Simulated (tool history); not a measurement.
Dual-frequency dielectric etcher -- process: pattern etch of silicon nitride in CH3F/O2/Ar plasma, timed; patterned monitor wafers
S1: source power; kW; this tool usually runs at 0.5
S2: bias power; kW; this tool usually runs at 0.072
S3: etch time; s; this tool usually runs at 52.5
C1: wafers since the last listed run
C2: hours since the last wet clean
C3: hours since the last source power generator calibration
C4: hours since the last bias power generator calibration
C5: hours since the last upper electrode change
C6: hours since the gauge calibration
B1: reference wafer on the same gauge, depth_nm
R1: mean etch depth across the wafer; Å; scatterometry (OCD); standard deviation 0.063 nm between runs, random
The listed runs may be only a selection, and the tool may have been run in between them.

| run | hour | S1 | S2 | S3 | C1 | C2 | C3 | C4 | C5 | C6 | B1 | R1 |
|---|---|---|---|---|---|---|---|---|---|---|---|---|
| 1 | 0 | 0.58 | 0.072 | 52.5 | 0 | 255.6 | 4162.7 | 2935.4 | 3300.3 | 211.7 | 41.41 | 459.8 |
| 2 | 6.6 | 0.58 | 0.072 | 52.5 | 73 | 262.2 | 4169.3 | 2942 | 3306.9 | 218.3 | 41.4 | 459.1 |
| 3 | 20.7 | 0.58 | 0.072 | 52.5 | 156 | 276.3 | 4183.4 | 2956.1 | 3321 | 232.4 | 41.4 | 459.9 |
| 4 | 30.3 | 0.5 | 0.072 | 52.5 | 106 | 285.9 | 4193 | 2965.7 | 3330.6 | 242 | 41.41 | 421.1 |
| 5 | 39.5 | 0.5 | 0.072 | 52.5 | 102 | 295.1 | 4202.2 | 2974.9 | 3339.8 | 251.2 | 41.41 | 421 |
| 6 | 53 | 0.5 | 0.072 | 52.5 | 150 | 308.6 | 4215.7 | 2988.4 | 3353.3 | 264.7 | 41.4 | 421.9 |
| 7 | 64.2 | 0.5 | 0.072 | 52.5 | 124 | 319.8 | 4226.9 | 2999.6 | 3364.5 | 275.9 | 41.38 | 422.4 |
| 8 | 81.8 | 0.5 | 0.072 | 52.5 | 195 | 337.4 | 4244.5 | 3017.2 | 3382.1 | 293.5 | 41.39 | 421.5 |
| 9 | 91.7 | 0.5 | 0.072 | 52.5 | 110 | 347.3 | 4254.4 | 3027.1 | 3392 | 303.4 | 41.37 | 421.6 |
| 10 | 100.1 | 0.5 | 0.072 | 52.5 | 93 | 355.7 | 4262.8 | 3035.5 | 3400.4 | 311.8 | 41.37 | 422.3 |
|  | 112.3 | gauge calibrated |
| 11 | 112.8 | 0.5 | 0.072 | 52.5 | 141 | 368.4 | 4275.5 | 3048.2 | 3413.1 | 0.5 | 41.39 | 421 |
| 12 | 125.1 | 0.5 | 0.072 | 52.5 | 136 | 380.7 | 4287.8 | 3060.5 | 3425.4 | 12.8 | 41.4 | 423.1 |
|  | 129.9 | source power generator calibrated |
|  | 131.4 | bias power generator calibrated |
| 13 | 142.5 | 0.5 | 0.085 | 52.5 | 131 | 398.1 | 12.6 | 11.1 | 3442.8 | 30.2 | 41.38 | 447.4 |
| 14 | 156 | 0.5 | 0.085 | 52.5 | 150 | 411.6 | 26.1 | 24.6 | 3456.3 | 43.7 | 41.4 | 448.7 |
| 15 | 166.6 | 0.61 | 0.088 | 58 | 117 | 422.2 | 36.7 | 35.2 | 3466.9 | 54.3 | 41.41 | 562.7 |
| 16 | 174.1 | 0.47 | 0.072 | 41.5 | 83 | 429.7 | 44.2 | 42.7 | 3474.4 | 61.8 | 41.39 | 321.5 |
| 17 | 184.8 | 0.56 | 0.072 | 52.5 | 119 | 440.4 | 54.9 | 53.4 | 3485.1 | 72.5 | 41.38 | 453.1 |
| 18 | 195 | 0.55 | 0.062 | 68.5 | 113 | 450.6 | 65.1 | 63.6 | 3495.3 | 82.7 | 41.4 | 556.9 |
| 19 | 212.5 | 0.47 | 0.079 | 57.5 | 194 | 468.1 | 82.6 | 81.1 | 3512.8 | 100.2 | 41.41 | 461.5 |
|  | 242.9 | wet clean of the chamber |
|  | 254.5 | upper electrode replaced |
| 20 | 255 | 0.42 | 0.057 | 39.5 | 77 | 12.1 | 125.1 | 123.6 | 0.5 | 142.7 | 41.43 | 259.5 |
| 21 | 255.3 | 0.5 | 0.072 | 52.5 | 3 | 12.4 | 125.4 | 123.9 | 0.8 | 143 | 41.4 | 419.5 |
| 22 | 264.3 | 0.5 | 0.072 | 52.5 | 100 | 21.4 | 134.4 | 132.9 | 9.8 | 152 | 41.38 | 418.5 |
| 23 | 275 | 0.43 | 0.072 | 44.5 | 119 | 32.1 | 145.1 | 143.6 | 20.5 | 162.7 | 41.37 | 322.1 |
| 24 | 283.7 | 0.44 | 0.072 | 52.5 | 96 | 40.8 | 153.8 | 152.3 | 29.2 | 171.4 | 41.41 | 385.9 |
| 25 | 296.7 | 0.56 | 0.056 | 44.5 | 144 | 53.8 | 166.8 | 165.3 | 42.2 | 184.4 | 41.41 | 349.3 |
| 26 | 302.9 | 0.5 | 0.072 | 52.5 | 69 | 60 | 173 | 171.5 | 48.4 | 190.6 | 41.4 | 417.9 |
| 27 | 323.4 | 0.5 | 0.072 | 60 | 228 | 80.5 | 193.5 | 192 | 68.9 | 211.1 | 41.39 | 478 |
| 28 | 335.4 | 0.5 | 0.066 | 52.5 | 133 | 92.5 | 205.5 | 204 | 80.9 | 223.1 | 41.4 | 407.4 |
| 29 | 347.5 | 0.56 | 0.072 | 57.5 | 134 | 104.6 | 217.6 | 216.1 | 93 | 235.2 | 41.41 | 491 |

Per-run results on a tool with no hidden state, each run keeping its own random variation:
Hidden state at play: etch rate over this chamber's usual, %; source power that arrives over what is set, %; bias power that arrives over what is set, %; gauge reads high (%).
| run | R1 |
|---|---|
| 1 | 457 |
| 2 | 456.2 |
| 3 | 456.8 |
| 4 | 418.1 |
| 5 | 417.9 |
| 6 | 418.6 |
| 7 | 419 |
| 8 | 417.8 |
| 9 | 417.8 |
| 10 | 418.4 |
| 11 | 416.9 |
| 12 | 418.8 |
| 13 | 442.6 |
| 14 | 443.7 |
| 15 | 556.2 |
| 16 | 317.8 |
| 17 | 447.6 |
| 18 | 550 |
| 19 | 455.5 |
| 20 | 259.6 |
| 21 | 419.6 |
| 22 | 418.5 |
| 23 | 321.9 |
| 24 | 385.6 |
| 25 | 348.9 |
| 26 | 417.4 |
| 27 | 477.1 |
| 28 | 406.4 |
| 29 | 489.7 |
